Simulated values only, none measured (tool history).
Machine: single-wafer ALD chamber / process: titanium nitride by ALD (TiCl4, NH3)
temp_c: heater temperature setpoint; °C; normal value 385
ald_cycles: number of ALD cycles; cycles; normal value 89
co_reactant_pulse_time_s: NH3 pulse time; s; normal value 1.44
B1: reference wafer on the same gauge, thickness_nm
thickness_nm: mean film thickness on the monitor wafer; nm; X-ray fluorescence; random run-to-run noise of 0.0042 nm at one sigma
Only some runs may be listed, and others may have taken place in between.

{"run": 1, "hour": 0.0, "temp_c": 385, "ald_cycles": 89, "co_reactant_pulse_time_s": 1.44, "B1": 1.366, "thickness_nm": 1.692}
{"run": 2, "hour": 23.6, "temp_c": 385, "ald_cycles": 89, "co_reactant_pulse_time_s": 1.44, "B1": 1.365, "thickness_nm": 1.696}
{"run": 3, "hour": 127.3, "temp_c": 385, "ald_cycles": 89, "co_reactant_pulse_time_s": 1.44, "B1": 1.363, "thickness_nm": 1.695}
{"run": 4, "hour": 162.4, "temp_c": 385, "ald_cycles": 89, "co_reactant_pulse_time_s": 1.44, "B1": 1.362, "thickness_nm": 1.681}
{"run": 5, "hour": 191.0, "temp_c": 377, "ald_cycles": 89, "co_reactant_pulse_time_s": 1.44, "B1": 1.36, "thickness_nm": 1.663}
{"run": 6, "hour": 221.4, "temp_c": 385, "ald_cycles": 84, "co_reactant_pulse_time_s": 1.7, "B1": 1.36, "thickness_nm": 1.607}
{"run": 7, "hour": 247.3, "temp_c": 385, "ald_cycles": 89, "co_reactant_pulse_time_s": 1.12, "B1": 1.359, "thickness_nm": 1.656}
{"run": 8, "hour": 294.6, "temp_c": 385, "ald_cycles": 89, "co_reactant_pulse_time_s": 1.12, "B1": 1.358, "thickness_nm": 1.658}
{"run": 9, "hour": 312.0, "temp_c": 385, "ald_cycles": 89, "co_reactant_pulse_time_s": 1.12, "B1": 1.357, "thickness_nm": 1.65}
{"run": 10, "hour": 344.5, "temp_c": 385, "ald_cycles": 89, "co_reactant_pulse_time_s": 1.13, "B1": 1.356, "thickness_nm": 1.651}
{"hour": 358.2, "done": "thermocouple changed; heater temperature recalibrated"}
{"run": 11, "hour": 379.3, "temp_c": 385, "ald_cycles": 89, "co_reactant_pulse_time_s": 1.13, "B1": 1.355, "thickness_nm": 1.655}
{"run": 12, "hour": 399.5, "temp_c": 385, "ald_cycles": 89, "co_reactant_pulse_time_s": 1.44, "B1": 1.354, "thickness_nm": 1.676}
{"run": 13, "hour": 420.2, "temp_c": 385, "ald_cycles": 89, "co_reactant_pulse_time_s": 1.44, "B1": 1.354, "thickness_nm": 1.679}
{"run": 14, "hour": 443.2, "temp_c": 385, "ald_cycles": 89, "co_reactant_pulse_time_s": 1.44, "B1": 1.354, "thickness_nm": 1.677}
{"run": 15, "hour": 462.6, "temp_c": 385, "ald_cycles": 89, "co_reactant_pulse_time_s": 1.44, "B1": 1.353, "thickness_nm": 1.673}
{"run": 16, "hour": 480.5, "temp_c": 385, "ald_cycles": 77, "co_reactant_pulse_time_s": 1.44, "B1": 1.353, "thickness_nm": 1.454}
{"run": 17, "hour": 510.3, "temp_c": 385, "ald_cycles": 77, "co_reactant_pulse_time_s": 1.44, "B1": 1.351, "thickness_nm": 1.452}
{"hour": 513.7, "done": "gauge calibrated"}
{"run": 18, "hour": 538.8, "temp_c": 385, "ald_cycles": 77, "co_reactant_pulse_time_s": 1.44, "B1": 1.369, "thickness_nm": 1.47}
{"run": 19, "hour": 553.3, "temp_c": 385, "ald_cycles": 101, "co_reactant_pulse_time_s": 1.44, "B1": 1.37, "thickness_nm": 1.927}
{"run": 20, "hour": 574.9, "temp_c": 385, "ald_cycles": 71, "co_reactant_pulse_time_s": 1.64, "B1": 1.368, "thickness_nm": 1.363}
{"run": 21, "hour": 600.0, "temp_c": 385, "ald_cycles": 89, "co_reactant_pulse_time_s": 1.44, "B1": 1.368, "thickness_nm": 1.693}
{"hour": 622.2, "done": "showerhead replaced"}
{"run": 22, "hour": 622.7, "temp_c": 393, "ald_cycles": 100, "co_reactant_pulse_time_s": 1.86, "B1": 1.367, "thickness_nm": 1.944}
{"run": 23, "hour": 654.4, "temp_c": 385, "ald_cycles": 78, "co_reactant_pulse_time_s": 1.44, "B1": 1.366, "thickness_nm": 1.479}
{"run": 24, "hour": 669.1, "temp_c": 385, "ald_cycles": 89, "co_reactant_pulse_time_s": 1.44, "B1": 1.365, "thickness_nm": 1.692}
{"run": 25, "hour": 684.2, "temp_c": 385, "ald_cycles": 83, "co_reactant_pulse_time_s": 1.74, "B1": 1.365, "thickness_nm": 1.594}
{"run": 26, "hour": 717.7, "temp_c": 394, "ald_cycles": 79, "co_reactant_pulse_time_s": 1.85, "B1": 1.365, "thickness_nm": 1.538}
{"run": 27, "hour": 743.6, "temp_c": 385, "ald_cycles": 89, "co_reactant_pulse_time_s": 1.04, "B1": 1.363, "thickness_nm": 1.654}
{"run": 28, "hour": 766.9, "temp_c": 385, "ald_cycles": 72, "co_reactant_pulse_time_s": 1.44, "B1": 1.363, "thickness_nm": 1.368}
{"run": 29, "hour": 797.6, "temp_c": 385, "ald_cycles": 89, "co_reactant_pulse_time_s": 1.44, "B1": 1.361, "thickness_nm": 1.688}
{"run": 30, "hour": 817.9, "temp_c": 374, "ald_cycles": 89, "co_reactant_pulse_time_s": 1.94, "B1": 1.361, "thickness_nm": 1.695}
{"run": 31, "hour": 839.3, "temp_c": 385, "ald_cycles": 89, "co_reactant_pulse_time_s": 1.44, "B1": 1.361, "thickness_nm": 1.69}
{"run": 32, "hour": 855.4, "temp_c": 385, "ald_cycles": 78, "co_reactant_pulse_time_s": 1.96, "B1": 1.36, "thickness_nm": 1.509}
{"run": 33, "hour": 872.5, "temp_c": 400, "ald_cycles": 83, "co_reactant_pulse_time_s": 1.44, "B1": 1.36, "thickness_nm": 1.602}
{"run": 34, "hour": 889.6, "temp_c": 385, "ald_cycles": 89, "co_reactant_pulse_time_s": 1.08, "B1": 1.36, "thickness_nm": 1.644}
{"run": 35, "hour": 906.4, "temp_c": 378, "ald_cycles": 98, "co_reactant_pulse_time_s": 1.25, "B1": 1.358, "thickness_nm": 1.817}
{"run": 36, "hour": 939.3, "temp_c": 385, "ald_cycles": 89, "co_reactant_pulse_time_s": 1.44, "B1": 1.358, "thickness_nm": 1.688}
{"run": 37, "hour": 961.3, "temp_c": 393, "ald_cycles": 89, "co_reactant_pulse_time_s": 1.44, "B1": 1.357, "thickness_nm": 1.694}
{"run": 38, "hour": 990.9, "temp_c": 370, "ald_cycles": 89, "co_reactant_pulse_time_s": 1.88, "B1": 1.356, "thickness_nm": 1.665}

Subtracting, for every run, the result it would have given without the tool's unlogged condition from the measured result gives the following. The same run-to-run variation enters both numbers; the gauge's scatter may not:
The tool's hidden condition here consists of: wafer temperature above the value expected at the setpoint (K); gauge reads high (%).
run=1 thickness_nm=-0.005
run=2 thickness_nm=-0.006
run=3 thickness_nm=-0.009
run=4 thickness_nm=-0.011
run=5 thickness_nm=-0.012
run=6 thickness_nm=-0.012
run=7 thickness_nm=-0.014
run=8 thickness_nm=-0.015
run=9 thickness_nm=-0.015
run=10 thickness_nm=-0.016
run=11 thickness_nm=-0.018
run=12 thickness_nm=-0.019
run=13 thickness_nm=-0.020
run=14 thickness_nm=-0.021
run=15 thickness_nm=-0.021
run=16 thickness_nm=-0.019
run=17 thickness_nm=-0.020
run=18 thickness_nm=-0.001
run=19 thickness_nm=-0.001
run=20 thickness_nm=-0.002
run=21 thickness_nm=-0.003
run=22 thickness_nm=-0.005
run=23 thickness_nm=-0.004
run=24 thickness_nm=-0.005
run=25 thickness_nm=-0.006
run=26 thickness_nm=-0.007
run=27 thickness_nm=-0.008
run=28 thickness_nm=-0.007
run=29 thickness_nm=-0.010
run=30 thickness_nm=-0.011
run=31 thickness_nm=-0.011
run=32 thickness_nm=-0.011
run=33 thickness_nm=-0.012
run=34 thickness_nm=-0.012
run=35 thickness_nm=-0.015
run=36 thickness_nm=-0.015
run=37 thickness_nm=-0.016
run=38 thickness_nm=-0.017
